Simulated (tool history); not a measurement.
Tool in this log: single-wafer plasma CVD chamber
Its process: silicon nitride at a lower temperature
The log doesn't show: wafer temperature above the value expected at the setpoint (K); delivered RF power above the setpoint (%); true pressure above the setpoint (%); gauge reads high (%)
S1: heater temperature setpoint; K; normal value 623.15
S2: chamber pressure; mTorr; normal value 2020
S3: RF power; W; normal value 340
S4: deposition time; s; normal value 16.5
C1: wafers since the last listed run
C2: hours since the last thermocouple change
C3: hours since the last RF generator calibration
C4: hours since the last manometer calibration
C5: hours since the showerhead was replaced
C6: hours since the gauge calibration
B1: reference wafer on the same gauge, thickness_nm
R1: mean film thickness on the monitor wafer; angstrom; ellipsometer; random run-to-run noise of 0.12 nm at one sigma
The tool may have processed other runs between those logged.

| run | hour | S1 | S2 | S3 | S4 | C1 | C2 | C3 | C4 | C5 | C6 | B1 | R1 |
|---|---|---|---|---|---|---|---|---|---|---|---|---|---|
| 1 | 0 | 623.15 | 2020 | 340 | 16.5 | 0 | 1142.2 | 477.5 | 1414.8 | 2209.8 | 1106.9 | 27.421 | 223.44 |
| 2 | 118.2 | 623.15 | 2020 | 340 | 16.5 | 4627 | 1260.4 | 595.7 | 1533 | 2328 | 1225.1 | 27.355 | 222.88 |
| 3 | 184.9 | 623.15 | 2020 | 310 | 16.5 | 2611 | 1327.1 | 662.4 | 1599.7 | 2394.7 | 1291.8 | 27.467 | 213.16 |
| 4 | 251.7 | 623.15 | 2020 | 340 | 16.5 | 2615 | 1393.9 | 729.2 | 1666.5 | 2461.5 | 1358.6 | 27.406 | 222.6 |
| 5 | 307.6 | 623.15 | 2020 | 340 | 16.5 | 2188 | 1449.8 | 785.1 | 1722.4 | 2517.4 | 1414.5 | 27.414 | 221.08 |
| 6 | 390 | 623.15 | 2020 | 340 | 16.5 | 3226 | 1532.2 | 867.5 | 1804.8 | 2599.8 | 1496.9 | 27.319 | 219.86 |
| 7 | 458.6 | 615.15 | 2290 | 340 | 16.5 | 2685 | 1600.8 | 936.1 | 1873.4 | 2668.4 | 1565.5 | 27.402 | 226.7 |
| 8 | 518.4 | 623.15 | 2020 | 375 | 16.5 | 2341 | 1660.6 | 995.9 | 1933.2 | 2728.2 | 1625.3 | 27.373 | 235 |
| 9 | 600.1 | 623.15 | 2020 | 340 | 14.7 | 3198 | 1742.3 | 1077.6 | 2014.9 | 2809.9 | 1707 | 27.424 | 195.93 |
| 10 | 644.9 | 623.15 | 2020 | 340 | 16.5 | 1753 | 1787.1 | 1122.4 | 2059.7 | 2854.7 | 1751.8 | 27.44 | 221.87 |
|  | 724.4 | RF generator calibrated |
|  | 746.4 | showerhead replaced, of another model than before |
|  | 801.5 | thermocouple changed; heater temperature recalibrated |
| 11 | 917.3 | 623.15 | 2020 | 340 | 16.5 | 9725 | 115.8 | 192.9 | 2332.1 | 170.9 | 2024.2 | 27.392 | 228.41 |
|  | 958.3 | gauge calibrated |
| 12 | 993.8 | 623.15 | 2020 | 340 | 16.5 | 2995 | 192.3 | 269.4 | 2408.6 | 247.4 | 35.5 | 27.43 | 225.54 |
| 13 | 1060.9 | 623.15 | 2020 | 340 | 16.5 | 2627 | 259.4 | 336.5 | 2475.7 | 314.5 | 102.6 | 27.448 | 225.81 |
|  | 1135.9 | capacitance manometer re-zeroed and calibrated |
| 14 | 1159.2 | 623.15 | 2180 | 340 | 14.6 | 3535 | 357.7 | 434.8 | 23.3 | 412.8 | 200.9 | 27.403 | 200.42 |
| 15 | 1199.3 | 632.15 | 2460 | 340 | 16.5 | 1569 | 397.8 | 474.9 | 63.4 | 452.9 | 241 | 27.355 | 234.4 |
| 16 | 1294.4 | 636.15 | 2360 | 340 | 16.5 | 3723 | 492.9 | 570 | 158.5 | 548 | 336.1 | 27.41 | 230.57 |
| 17 | 1401.4 | 623.15 | 2450 | 300 | 16.5 | 4189 | 599.9 | 677 | 265.5 | 655 | 443.1 | 27.422 | 223.88 |
| 18 | 1462.2 | 623.15 | 2020 | 340 | 16.5 | 2380 | 660.7 | 737.8 | 326.3 | 715.8 | 503.9 | 27.438 | 225.02 |
| 19 | 1524.5 | 636.15 | 2020 | 395 | 14.9 | 2439 | 723 | 800.1 | 388.6 | 778.1 | 566.2 | 27.358 | 213.46 |
| 20 | 1632.2 | 623.15 | 1570 | 380 | 16.5 | 4216 | 830.7 | 907.8 | 496.3 | 885.8 | 673.9 | 27.397 | 220.95 |
| 21 | 1796.1 | 611.15 | 2340 | 395 | 18.7 | 6416 | 994.6 | 1071.7 | 660.2 | 1049.7 | 837.8 | 27.394 | 280.32 |
| 22 | 1855.4 | 615.15 | 2330 | 390 | 15.2 | 2321 | 1053.9 | 1131 | 719.5 | 1109 | 897.1 | 27.41 | 223.85 |
|  | 1898.2 | RF generator calibrated |
| 23 | 1926.9 | 618.15 | 2020 | 340 | 16.5 | 2486 | 1125.4 | 28.7 | 791 | 1180.5 | 968.6 | 27.449 | 229.93 |
| 24 | 2017.5 | 611.15 | 2170 | 305 | 15.4 | 3547 | 1216 | 119.3 | 881.6 | 1271.1 | 1059.2 | 27.451 | 208.24 |
| 25 | 2075.5 | 623.15 | 2020 | 340 | 16.5 | 2270 | 1274 | 177.3 | 939.6 | 1329.1 | 1117.2 | 27.411 | 227.12 |
| 26 | 2147.5 | 634.15 | 1820 | 340 | 16.5 | 2818 | 1346 | 249.3 | 1011.6 | 1401.1 | 1189.2 | 27.361 | 219.29 |

Consider 3 possible next runs. They are alternatives, not a sequence: every one starts from the tool as it was left by run 26. What does each give?
| A | 2147.9 | 623.15 | 2020 | 340 | 16.5 | 15 | 1346.4 | 249.7 | 1012 | 1401.5 | 1189.6 | ? | ? |
| B | 2147.9 | 623.15 | 2480 | 300 | 15.5 | 15 | 1346.4 | 249.7 | 1012 | 1401.5 | 1189.6 | ? | ? |
| C | 2147.9 | 623.15 | 2020 | 340 | 13.9 | 15 | 1346.4 | 249.7 | 1012 | 1401.5 | 1189.6 | ? | ? |

| run | B1 | R1 |
|---|---|---|
| A | 27.339 | 225.95 |
| B | 27.339 | 212.03 |
| C | 27.339 | 190.42 |
The same runs, with their run-to-run variation unchanged, on a tool lacking any hidden condition would have given:
| run | R1 |
|---|---|
| A | 229.27 |
| B | 215.26 |
| C | 193.21 |
